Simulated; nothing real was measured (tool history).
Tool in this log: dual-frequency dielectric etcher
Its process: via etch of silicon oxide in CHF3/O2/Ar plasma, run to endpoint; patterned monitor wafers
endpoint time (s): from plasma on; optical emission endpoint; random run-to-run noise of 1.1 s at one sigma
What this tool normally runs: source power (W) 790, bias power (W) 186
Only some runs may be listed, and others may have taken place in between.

run	hour	source power (W)	bias power (W)	wafers since the last listed run	hours since the last wet clean	hours since the last source power generator calibration	hours since the last bias power generator calibration	hours since the last upper electrode change	incoming incoming film thickness, nm	endpoint time (s)
1	0	790	186	0	88.7	1377.8	2446.4	4794.7	587.2	255.2
2	13	790	186	68	101.7	1390.8	2459.4	4807.7	587.7	252.8
3	32.9	790	186	104	121.6	1410.7	2479.3	4827.6	585.9	251.7
4	134.1	790	186	529	222.8	1511.9	2580.5	4928.8	593.6	249.4
5	168.2	790	186	178	256.9	1546	2614.6	4962.9	587.1	248
6	194	790	186	134	282.7	1571.8	2640.4	4988.7	586.5	244.8
7	222.4	790	186	148	311.1	1600.2	2668.8	5017.1	584.4	244.9
8	255.8	700	186	174	344.5	1633.6	2702.2	5050.5	585.2	253.9
# hour 272.7: source power generator calibrated
# hour 293.8: upper electrode replaced, of another model than before
9	294.3	790	186	70	383	21.6	2740.7	0.5	592.5	245.2
10	304.8	790	186	54	393.5	32.1	2751.2	11	592.9	244.5
# hour 339: wet clean of the chamber
11	339.5	790	186	55	0.5	66.8	2785.9	45.7	591.2	257.6
12	347	790	186	39	8	74.3	2793.4	53.2	583.1	252
13	363.6	790	217	86	24.6	90.9	2810	69.8	589.1	245.4
14	380.5	790	217	88	41.5	107.8	2826.9	86.7	594	244.8
15	408	790	186	143	69	135.3	2854.4	114.2	587.2	252.5
16	432.3	680	208	127	93.3	159.6	2878.7	138.5	583.9	265.1
17	465.3	690	186	172	126.3	192.6	2911.7	171.5	597.4	274.3

What will run 18 give?
18	498.1	960	203	171	159.1	225.4	2944.5	204.3	597.1	?

{"run 18": {"endpoint time (s)": 225.4}}
The same run, on a tool lacking any hidden state, would have yielded endpoint time (s) 230.5.
